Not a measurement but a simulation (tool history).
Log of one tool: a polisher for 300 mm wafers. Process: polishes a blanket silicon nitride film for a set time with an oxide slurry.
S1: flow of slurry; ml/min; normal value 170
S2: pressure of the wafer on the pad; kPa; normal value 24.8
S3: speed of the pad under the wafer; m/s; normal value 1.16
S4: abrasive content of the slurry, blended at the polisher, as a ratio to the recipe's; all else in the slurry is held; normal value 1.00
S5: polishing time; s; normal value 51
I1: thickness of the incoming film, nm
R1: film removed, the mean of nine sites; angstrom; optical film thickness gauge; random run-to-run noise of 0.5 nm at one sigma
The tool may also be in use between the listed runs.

{"run": 1, "hour": 0.0, "S1": 170, "S2": 24.8, "S3": 1.16, "S4": 1.05, "S5": 51, "I1": 428.5, "R1": 380}
{"run": 2, "hour": 40.9, "S1": 170, "S2": 24.8, "S3": 1.16, "S4": 1.05, "S5": 51, "I1": 433.0, "R1": 365}
{"run": 3, "hour": 145.0, "S1": 170, "S2": 24.8, "S3": 1.16, "S4": 1.0, "S5": 51, "I1": 425.0, "R1": 342}
{"hour": 183.4, "done": "worn pad replaced by a new one"}
{"run": 4, "hour": 228.3, "S1": 170, "S2": 24.8, "S3": 1.16, "S4": 1.0, "S5": 51, "I1": 427.6, "R1": 327}
{"run": 5, "hour": 281.4, "S1": 150, "S2": 24.8, "S3": 1.16, "S4": 0.9, "S5": 51, "I1": 439.0, "R1": 292}
{"run": 6, "hour": 324.5, "S1": 170, "S2": 24.8, "S3": 1.16, "S4": 1.0, "S5": 51, "I1": 433.7, "R1": 323}
{"hour": 397.1, "done": "conditioning disc replaced and pad reconditioned"}
{"run": 7, "hour": 407.5, "S1": 170, "S2": 24.8, "S3": 1.16, "S4": 1.0, "S5": 42, "I1": 434.5, "R1": 286}
{"hour": 457.2, "done": "slurry blender recalibrated"}
{"hour": 460.8, "done": "head pressure recalibrated"}
{"run": 8, "hour": 474.8, "S1": 125, "S2": 24.8, "S3": 1.48, "S4": 1.0, "S5": 51, "I1": 433.4, "R1": 457}
{"run": 9, "hour": 571.4, "S1": 170, "S2": 24.8, "S3": 1.16, "S4": 1.0, "S5": 51, "I1": 434.3, "R1": 378}
{"hour": 662.1, "done": "slurry nozzle cleaned"}
{"run": 10, "hour": 683.4, "S1": 170, "S2": 24.8, "S3": 1.16, "S4": 1.0, "S5": 51, "I1": 432.3, "R1": 363}
{"hour": 738.3, "done": "worn pad replaced by a new one"}
{"run": 11, "hour": 740.1, "S1": 200, "S2": 24.8, "S3": 0.9, "S4": 1.0, "S5": 66, "I1": 433.2, "R1": 400}
{"run": 12, "hour": 813.5, "S1": 170, "S2": 24.8, "S3": 1.16, "S4": 1.0, "S5": 51, "I1": 424.7, "R1": 349}
{"run": 13, "hour": 876.9, "S1": 155, "S2": 24.8, "S3": 1.02, "S4": 1.0, "S5": 51, "I1": 429.6, "R1": 312}
{"hour": 948.8, "done": "slurry blender recalibrated"}
{"run": 14, "hour": 961.6, "S1": 185, "S2": 24.8, "S3": 1.16, "S4": 1.0, "S5": 51, "I1": 432.2, "R1": 328}
{"hour": 978.0, "done": "conditioning disc replaced and pad reconditioned"}
{"run": 15, "hour": 1036.5, "S1": 170, "S2": 28.3, "S3": 1.16, "S4": 0.7, "S5": 51, "I1": 425.5, "R1": 293}
{"run": 16, "hour": 1087.7, "S1": 150, "S2": 24.8, "S3": 1.16, "S4": 0.9, "S5": 51, "I1": 432.5, "R1": 329}
{"run": 17, "hour": 1174.7, "S1": 170, "S2": 24.8, "S3": 1.16, "S4": 1.0, "S5": 44, "I1": 431.5, "R1": 320}

Run 18 has not been measured yet. What should we expect?
{"hour": 1243.3, "done": "worn pad replaced by a new one"}
{"run": 18, "hour": 1245.4, "S1": 140, "S2": 31.0, "S3": 1.02, "S4": 1.0, "S5": 34, "I1": 425.8, "R1": "?"}

{"run 18": {"R1": 260}}
With the hidden condition absent and the run-to-run variation left alone, this run would have shown R1 289 angstrom.

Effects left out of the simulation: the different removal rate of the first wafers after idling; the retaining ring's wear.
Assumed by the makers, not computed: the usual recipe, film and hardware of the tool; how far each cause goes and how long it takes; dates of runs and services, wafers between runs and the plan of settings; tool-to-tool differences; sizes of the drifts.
